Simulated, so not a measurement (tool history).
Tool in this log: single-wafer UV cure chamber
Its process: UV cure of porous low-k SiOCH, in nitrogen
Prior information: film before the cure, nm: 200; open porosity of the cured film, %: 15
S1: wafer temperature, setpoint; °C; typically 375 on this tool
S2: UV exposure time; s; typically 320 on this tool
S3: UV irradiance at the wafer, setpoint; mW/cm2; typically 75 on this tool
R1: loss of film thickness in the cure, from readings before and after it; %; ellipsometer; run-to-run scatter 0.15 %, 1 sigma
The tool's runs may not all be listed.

run,hour,S1,S2,S3,R1
1,0.0,375,320,75,10.075
2,85.7,375,320,75,10.147
3,163.5,375,320,75,10.093
4,266.3,375,465,75,11.896
5,361.0,375,465,75,11.624
6,452.7,371,320,75,10.068
7,535.6,371,320,75,10.264
8,592.5,375,320,104,11.568
9,664.8,375,320,75,10.140
10,760.9,375,320,75,10.127
# hour 866.1: quartz window cleaned
11,866.6,375,320,75,10.201
12,935.8,375,320,75,10.380
13,1030.6,371,430,75,11.108
14,1137.2,371,430,75,11.546
15,1200.7,371,430,75,11.004
16,1262.1,375,320,75,10.176
17,1324.0,375,320,75,10.147
18,1366.4,375,320,75,10.360
19,1408.9,375,320,75,10.270
# hour 1437.9: UV bulbs replaced
20,1487.4,375,320,75,10.069
21,1565.8,375,320,75,10.138
22,1614.7,375,450,56,10.400
23,1698.7,380,200,41,6.352
# hour 1729.0: quartz window cleaned
24,1986.3,391,160,75,7.763
25,2028.7,387,130,52,5.647
26,2088.7,375,320,75,10.130
27,2160.6,364,430,75,11.626
28,2403.5,375,425,40,8.757
29,2479.4,388,465,75,11.917
# hour 2543.3: quartz window cleaned
30,2575.0,382,320,55,9.184
31,2650.3,357,265,49,7.661
32,2720.2,375,320,75,10.491
33,2809.2,395,260,111,11.593
34,2914.6,395,260,111,11.035
35,2995.3,375,230,75,8.987
36,3047.5,375,320,75,10.047
37,3096.2,375,220,101,9.828
38,3200.1,375,320,75,10.225
39,3303.5,375,320,47,8.330
# hour 3374.4: quartz window cleaned
40,3396.6,394,320,100,11.827
41,3489.0,375,320,75,10.143
42,3551.3,389,320,75,10.234
43,3620.1,375,320,75,10.424

Predict each of these 3 candidate next runs independently; none follows another, all start after run 43:
A,3620.6,375,220,75,?
B,3620.6,375,475,54,?
C,3620.6,394,320,65,?

run,R1
A,8.852
B,10.632
C,10.084
Stripped of hidden state, with their random variation kept, the same runs would have yielded:
run,R1
A,8.852
B,10.632
C,10.084
